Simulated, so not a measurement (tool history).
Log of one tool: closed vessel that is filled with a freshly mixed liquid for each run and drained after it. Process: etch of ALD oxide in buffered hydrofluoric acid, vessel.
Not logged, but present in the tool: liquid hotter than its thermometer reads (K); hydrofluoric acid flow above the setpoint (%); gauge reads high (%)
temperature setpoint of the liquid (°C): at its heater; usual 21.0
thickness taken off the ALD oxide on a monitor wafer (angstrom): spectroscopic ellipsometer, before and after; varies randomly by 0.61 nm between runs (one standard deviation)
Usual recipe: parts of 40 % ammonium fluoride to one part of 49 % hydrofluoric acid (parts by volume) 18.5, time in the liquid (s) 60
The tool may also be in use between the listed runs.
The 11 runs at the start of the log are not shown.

run     day  temperature setpoint of the liquid (°C)  parts of 40 % ammonium fluoride to one part of 49 % hydrofluoric acid (parts by volume)  time in the liquid (s)  wafers since the last listed run  hours since the thermometer was replaced  hours since the hydrofluoric acid flow meter was replaced  hours since the gauge calibration  read-back film thickness of the ALD oxide reference wafer, read on the same gauge (nm)  thickness taken off the ALD oxide on a monitor wafer (angstrom)
 12   7.271                                     21.0                                                                                     18.5                      80                              1414                                      25.7                                                     1978.4                              327.3                                                                                  110.03                                                           1014.0
 13   7.525                                     18.0                                                                                     18.5                      60                               791                                      31.8                                                     1984.5                              333.4                                                                                  110.03                                                            644.5
 14   7.875                                     21.0                                                                                     23.5                      60                              1089                                      40.2                                                     1992.9                              341.8                                                                                  109.96                                                            625.5
      8.250  -- gauge calibrated
 15   8.367                                     21.0                                                                                     18.5                      60                              1530                                      52.0                                                     2004.7                                2.8                                                                                  110.01                                                            746.1
 16   9.054                                     24.5                                                                                     23.5                      30                              2140                                      68.5                                                     2021.2                               19.3                                                                                  109.99                                                            380.2
 17   9.492                                     21.0                                                                                     18.5                      60                              1362                                      79.0                                                     2031.7                               29.8                                                                                  109.99                                                            770.8
 18   9.779                                     18.0                                                                                     12.0                      80                               895                                      85.9                                                     2038.6                               36.7                                                                                  110.01                                                           1305.2
 19  10.633                                     17.0                                                                                     23.0                      40                              2659                                     106.4                                                     2059.1                               57.2                                                                                  109.99                                                            340.2
     10.979  -- hydrofluoric acid flow meter replaced
 20  11.271                                     18.5                                                                                     14.0                      35                              1855                                     121.7                                                        7.0                               72.5                                                                                  109.99                                                            501.8
 21  11.988                                     21.0                                                                                     18.5                      60                              2231                                     138.9                                                       24.2                               89.7                                                                                  109.98                                                            754.7
 22  12.425                                     21.0                                                                                     15.0                      45                              1362                                     149.4                                                       34.7                              100.2                                                                                  110.01                                                            700.9
 23  12.738                                     18.5                                                                                     18.5                      60                               972                                     156.9                                                       42.2                              107.7                                                                                  109.99                                                            661.8
 24  13.362                                     26.0                                                                                     15.5                      80                              1945                                     171.9                                                       57.2                              122.7                                                                                  110.00                                                           1592.4
 25  15.104                                     21.0                                                                                     18.5                      60                              5422                                     213.7                                                       99.0                              164.5                                                                                  110.02                                                            768.2
 26  16.921                                     22.5                                                                                     18.5                      45                              5656                                     257.3                                                      142.6                              208.1                                                                                  110.01                                                            628.1
 27  17.462                                     24.0                                                                                     21.5                      90                              1686                                     270.3                                                      155.6                              221.1                                                                                  110.00                                                           1201.7
 28  17.796                                     21.0                                                                                     18.5                      40                              1037                                     278.3                                                      163.6                              229.1                                                                                  110.01                                                            515.3
 29  18.346                                     21.0                                                                                     18.5                      60                              1712                                     291.5                                                      176.8                              242.3                                                                                  110.01                                                            769.4
 30  18.600                                     21.0                                                                                     25.5                      60                               791                                     297.6                                                      182.9                              248.4                                                                                  109.99                                                            601.3
 31  19.046                                     21.0                                                                                     18.5                      60                              1388                                     308.3                                                      193.6                              259.1                                                                                  110.01                                                            768.1
 32  20.012                                     17.0                                                                                     22.5                      60                              3009                                     331.5                                                      216.8                              282.3                                                                                  110.00                                                            522.0
 33  21.342                                     17.0                                                                                     16.5                      35                              4138                                     363.4                                                      248.7                              314.2                                                                                  110.00                                                            399.9
 34  22.504                                     17.0                                                                                     18.5                      60                              3619                                     391.3                                                      276.6                              342.1                                                                                  110.03                                                            609.3
     22.612  -- gauge calibrated
 35  23.233                                     21.0                                                                                     16.5                      60                              2270                                     408.8                                                      294.1                               14.9                                                                                  110.01                                                            858.1

Alternative continuations, all from the tool just after run 35; predict every row:
  A  23.262                                     21.0                                                                                     13.0                      60                                90                                     409.5                                                      294.8                               15.6                                                                                       ?                                                                ?
  B  23.262                                     21.0                                                                                     16.0                      70                                90                                     409.5                                                      294.8                               15.6                                                                                       ?                                                                ?
  C  23.262                                     21.0                                                                                     18.5                      70                                90                                     409.5                                                      294.8                               15.6                                                                                       ?                                                                ?

run  read-back film thickness of the ALD oxide reference wafer, read on the same gauge (nm)  thickness taken off the ALD oxide on a monitor wafer (angstrom)
  A                                                                                  109.98                                                           1069.0
  B                                                                                  109.98                                                           1017.0
  C                                                                                  109.98                                                            881.4
Had the tool no hidden state, the same runs would have come out as:
run  thickness taken off the ALD oxide on a monitor wafer (angstrom)
  A                                                           1069.0
  B                                                           1017.0
  C                                                            881.4
